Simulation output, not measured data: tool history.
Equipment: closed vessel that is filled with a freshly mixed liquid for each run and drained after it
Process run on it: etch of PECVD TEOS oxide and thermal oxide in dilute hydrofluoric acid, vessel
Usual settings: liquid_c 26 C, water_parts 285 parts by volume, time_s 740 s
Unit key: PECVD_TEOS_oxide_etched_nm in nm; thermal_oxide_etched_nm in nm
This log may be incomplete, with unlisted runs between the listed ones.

| run | hour | liquid_c | water_parts | time_s | read-back film thickness of the PECVD TEOS oxide reference wafer, read on the same gauge (nm) | read-back film thickness of the thermal oxide reference wafer, read on the same gauge (nm) | PECVD_TEOS_oxide_etched_nm | thermal_oxide_etched_nm |
|---|---|---|---|---|---|---|---|---|
| 1 | 0.0 | 26 | 285 | 740 | 49.99 | 109.99 | 56.54 | 9.47 |
| 2 | 49.4 | 26 | 285 | 740 | 50.00 | 110.01 | 55.84 | 9.37 |
| 3 | 99.6 | 26 | 285 | 505 | 50.01 | 110.00 | 37.88 | 6.44 |
| 4 | 130.6 | 26 | 285 | 505 | 49.99 | 110.02 | 38.17 | 6.35 |
| 5 | 164.4 | 26 | 285 | 740 | 49.97 | 110.01 | 55.20 | 9.33 |
| 6 | 217.8 | 26 | 375 | 740 | 49.99 | 110.01 | 38.98 | 6.44 |
| 7 | 269.3 | 26 | 375 | 740 | 50.01 | 110.01 | 38.68 | 6.45 |
| 8 | 313.6 | 26 | 285 | 740 | 50.00 | 110.02 | 55.13 | 9.19 |
| 9 | 384.0 | 30 | 285 | 740 | 50.00 | 110.00 | 62.66 | 10.51 |
| 10 | 454.1 | 26 | 285 | 740 | 49.98 | 110.00 | 54.87 | 9.10 |

What does the tool deliver on the next run?
| 11 | 481.1 | 26 | 230 | 535 | ? | ? | ? | ? |

read-back film thickness of the PECVD TEOS oxide reference wafer, read on the same gauge (nm): 50.03
read-back film thickness of the thermal oxide reference wafer, read on the same gauge (nm): 110.02
PECVD_TEOS_oxide_etched_nm: 52.11 nm
thermal_oxide_etched_nm: 8.65 nm
With the hidden condition absent and the run-to-run variation left alone, this run would have shown PECVD_TEOS_oxide_etched_nm 56.89 nm, thermal_oxide_etched_nm 9.44 nm.
